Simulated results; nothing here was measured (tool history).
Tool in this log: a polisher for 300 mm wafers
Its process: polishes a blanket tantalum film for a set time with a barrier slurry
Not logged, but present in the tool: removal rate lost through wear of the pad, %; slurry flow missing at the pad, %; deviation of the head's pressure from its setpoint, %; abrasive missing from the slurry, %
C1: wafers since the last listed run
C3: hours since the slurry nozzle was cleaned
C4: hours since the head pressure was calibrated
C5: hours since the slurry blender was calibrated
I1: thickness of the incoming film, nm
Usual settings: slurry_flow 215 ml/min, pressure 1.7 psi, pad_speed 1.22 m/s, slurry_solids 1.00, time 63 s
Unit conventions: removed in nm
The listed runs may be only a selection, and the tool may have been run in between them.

{"run": 1, "hour": 0.0, "slurry_flow": 215, "pressure": 1.7, "pad_speed": 1.22, "slurry_solids": 1.0, "time": 63, "C1": 0, "wafers polished on this pad": 552, "C3": 106.2, "C4": 698.2, "C5": 74.8, "I1": 416.0, "removed": 126.4}
{"run": 2, "hour": 29.6, "slurry_flow": 215, "pressure": 1.7, "pad_speed": 1.22, "slurry_solids": 1.0, "time": 63, "C1": 277, "wafers polished on this pad": 829, "C3": 135.8, "C4": 727.8, "C5": 104.4, "I1": 423.2, "removed": 126.0}
{"run": 3, "hour": 97.6, "slurry_flow": 215, "pressure": 1.7, "pad_speed": 1.22, "slurry_solids": 1.0, "time": 63, "C1": 637, "wafers polished on this pad": 1466, "C3": 203.8, "C4": 795.8, "C5": 172.4, "I1": 418.5, "removed": 129.1}
{"run": 4, "hour": 128.9, "slurry_flow": 215, "pressure": 1.7, "pad_speed": 1.22, "slurry_solids": 1.0, "time": 63, "C1": 293, "wafers polished on this pad": 1760, "C3": 235.1, "C4": 827.1, "C5": 203.7, "I1": 425.0, "removed": 128.1}
{"hour": 141.9, "done": "worn pad replaced by a new one"}
{"run": 5, "hour": 231.8, "slurry_flow": 215, "pressure": 1.7, "pad_speed": 1.22, "slurry_solids": 1.0, "time": 63, "C1": 926, "wafers polished on this pad": 842, "C3": 338.0, "C4": 930.0, "C5": 306.6, "I1": 420.2, "removed": 133.5}
{"run": 6, "hour": 303.7, "slurry_flow": 215, "pressure": 1.7, "pad_speed": 1.22, "slurry_solids": 1.0, "time": 63, "C1": 673, "wafers polished on this pad": 1515, "C3": 409.9, "C4": 1001.9, "C5": 378.5, "I1": 419.2, "removed": 132.3}
{"hour": 335.1, "done": "slurry blender recalibrated"}
{"run": 7, "hour": 350.8, "slurry_flow": 215, "pressure": 1.9, "pad_speed": 1.22, "slurry_solids": 1.0, "time": 63, "C1": 422, "wafers polished on this pad": 1938, "C3": 457.0, "C4": 1049.0, "C5": 15.7, "I1": 420.0, "removed": 146.5}
{"hour": 389.5, "done": "worn pad replaced by a new one"}
{"run": 8, "hour": 416.6, "slurry_flow": 215, "pressure": 1.9, "pad_speed": 1.22, "slurry_solids": 1.0, "time": 63, "C1": 578, "wafers polished on this pad": 254, "C3": 522.8, "C4": 1114.8, "C5": 81.5, "I1": 417.5, "removed": 145.5}
{"run": 9, "hour": 481.3, "slurry_flow": 215, "pressure": 1.7, "pad_speed": 1.22, "slurry_solids": 1.0, "time": 63, "C1": 606, "wafers polished on this pad": 860, "C3": 587.5, "C4": 1179.5, "C5": 146.2, "I1": 417.1, "removed": 133.3}
{"run": 10, "hour": 532.3, "slurry_flow": 215, "pressure": 1.7, "pad_speed": 1.22, "slurry_solids": 1.0, "time": 63, "C1": 477, "wafers polished on this pad": 1338, "C3": 638.5, "C4": 1230.5, "C5": 197.2, "I1": 422.6, "removed": 130.9}
{"run": 11, "hour": 597.4, "slurry_flow": 215, "pressure": 1.7, "pad_speed": 1.22, "slurry_solids": 1.0, "time": 63, "C1": 609, "wafers polished on this pad": 1948, "C3": 703.6, "C4": 1295.6, "C5": 262.3, "I1": 418.8, "removed": 131.5}
{"hour": 606.0, "done": "slurry nozzle cleaned"}
{"run": 12, "hour": 628.7, "slurry_flow": 215, "pressure": 2.1, "pad_speed": 1.44, "slurry_solids": 0.7, "time": 63, "C1": 283, "wafers polished on this pad": 2232, "C3": 22.7, "C4": 1326.9, "C5": 293.6, "I1": 424.5, "removed": 163.7}
{"hour": 642.4, "done": "head pressure recalibrated"}
{"hour": 643.2, "done": "worn pad replaced by a new one"}
{"run": 13, "hour": 665.4, "slurry_flow": 140, "pressure": 1.7, "pad_speed": 1.44, "slurry_solids": 1.0, "time": 63, "C1": 317, "wafers polished on this pad": 207, "C3": 59.4, "C4": 23.0, "C5": 330.3, "I1": 423.7, "removed": 121.4}
{"run": 14, "hour": 694.7, "slurry_flow": 215, "pressure": 2.2, "pad_speed": 1.22, "slurry_solids": 1.0, "time": 49, "C1": 274, "wafers polished on this pad": 482, "C3": 88.7, "C4": 52.3, "C5": 359.6, "I1": 417.9, "removed": 120.1}
{"run": 15, "hour": 735.3, "slurry_flow": 250, "pressure": 2.1, "pad_speed": 1.22, "slurry_solids": 1.0, "time": 69, "C1": 380, "wafers polished on this pad": 862, "C3": 129.3, "C4": 92.9, "C5": 400.2, "I1": 415.0, "removed": 162.9}
{"run": 16, "hour": 765.1, "slurry_flow": 160, "pressure": 1.9, "pad_speed": 1.4, "slurry_solids": 0.9, "time": 63, "C1": 279, "wafers polished on this pad": 1142, "C3": 159.1, "C4": 122.7, "C5": 430.0, "I1": 423.5, "removed": 139.2}
{"hour": 827.5, "done": "slurry blender recalibrated"}
{"run": 17, "hour": 828.0, "slurry_flow": 215, "pressure": 1.7, "pad_speed": 0.96, "slurry_solids": 1.0, "time": 63, "C1": 570, "wafers polished on this pad": 1712, "C3": 222.0, "C4": 185.6, "C5": 0.5, "I1": 413.3, "removed": 102.5}
{"hour": 861.8, "done": "worn pad replaced by a new one"}
{"run": 18, "hour": 885.1, "slurry_flow": 215, "pressure": 1.7, "pad_speed": 0.88, "slurry_solids": 1.0, "time": 52, "C1": 497, "wafers polished on this pad": 218, "C3": 279.1, "C4": 242.7, "C5": 57.6, "I1": 414.1, "removed": 81.5}
{"run": 19, "hour": 914.6, "slurry_flow": 215, "pressure": 1.7, "pad_speed": 1.22, "slurry_solids": 1.0, "time": 63, "C1": 276, "wafers polished on this pad": 494, "C3": 308.6, "C4": 272.2, "C5": 87.1, "I1": 425.4, "removed": 126.2}
{"run": 20, "hour": 947.1, "slurry_flow": 215, "pressure": 1.7, "pad_speed": 1.22, "slurry_solids": 1.0, "time": 63, "C1": 304, "wafers polished on this pad": 799, "C3": 341.1, "C4": 304.7, "C5": 119.6, "I1": 419.7, "removed": 124.9}
{"run": 21, "hour": 1012.3, "slurry_flow": 215, "pressure": 1.7, "pad_speed": 1.22, "slurry_solids": 1.0, "time": 50, "C1": 610, "wafers polished on this pad": 1410, "C3": 406.3, "C4": 369.9, "C5": 184.8, "I1": 423.7, "removed": 98.6}
{"run": 22, "hour": 1067.0, "slurry_flow": 255, "pressure": 1.7, "pad_speed": 1.22, "slurry_solids": 1.0, "time": 63, "C1": 512, "wafers polished on this pad": 1922, "C3": 461.0, "C4": 424.6, "C5": 239.5, "I1": 419.3, "removed": 129.2}
{"hour": 1090.4, "done": "worn pad replaced by a new one"}
{"run": 23, "hour": 1114.5, "slurry_flow": 215, "pressure": 1.7, "pad_speed": 1.22, "slurry_solids": 1.0, "time": 63, "C1": 407, "wafers polished on this pad": 226, "C3": 508.5, "C4": 472.1, "C5": 287.0, "I1": 418.0, "removed": 128.3}

5 ways to go on from here, each from the tool as it stands after run 23. What would each give?
{"run": "A", "hour": 1114.9, "slurry_flow": 215, "pressure": 1.7, "pad_speed": 1.22, "slurry_solids": 1.0, "time": 63, "C1": 3, "wafers polished on this pad": 229, "C3": 508.9, "C4": 472.5, "C5": 287.4, "I1": 421.0, "removed": "?"}
{"run": "B", "hour": 1114.9, "slurry_flow": 215, "pressure": 2.0, "pad_speed": 1.46, "slurry_solids": 1.0, "time": 63, "C1": 3, "wafers polished on this pad": 229, "C3": 508.9, "C4": 472.5, "C5": 287.4, "I1": 421.0, "removed": "?"}
{"run": "C", "hour": 1114.9, "slurry_flow": 170, "pressure": 1.7, "pad_speed": 1.34, "slurry_solids": 0.9, "time": 63, "C1": 3, "wafers polished on this pad": 229, "C3": 508.9, "C4": 472.5, "C5": 287.4, "I1": 421.0, "removed": "?"}
{"run": "D", "hour": 1114.9, "slurry_flow": 215, "pressure": 1.7, "pad_speed": 1.22, "slurry_solids": 1.1, "time": 63, "C1": 3, "wafers polished on this pad": 229, "C3": 508.9, "C4": 472.5, "C5": 287.4, "I1": 421.0, "removed": "?"}
{"run": "E", "hour": 1114.9, "slurry_flow": 290, "pressure": 1.9, "pad_speed": 1.22, "slurry_solids": 0.85, "time": 46, "C1": 3, "wafers polished on this pad": 229, "C3": 508.9, "C4": 472.5, "C5": 287.4, "I1": 421.0, "removed": "?"}

run=A removed=128.9
run=B removed=171.2
run=C removed=128.7
run=D removed=132.0
run=E removed=104.3
Without the tool's hidden state the same runs would have given:
run=A removed=119.7
run=B removed=159.0
run=C removed=119.5
run=D removed=122.6
run=E removed=96.8

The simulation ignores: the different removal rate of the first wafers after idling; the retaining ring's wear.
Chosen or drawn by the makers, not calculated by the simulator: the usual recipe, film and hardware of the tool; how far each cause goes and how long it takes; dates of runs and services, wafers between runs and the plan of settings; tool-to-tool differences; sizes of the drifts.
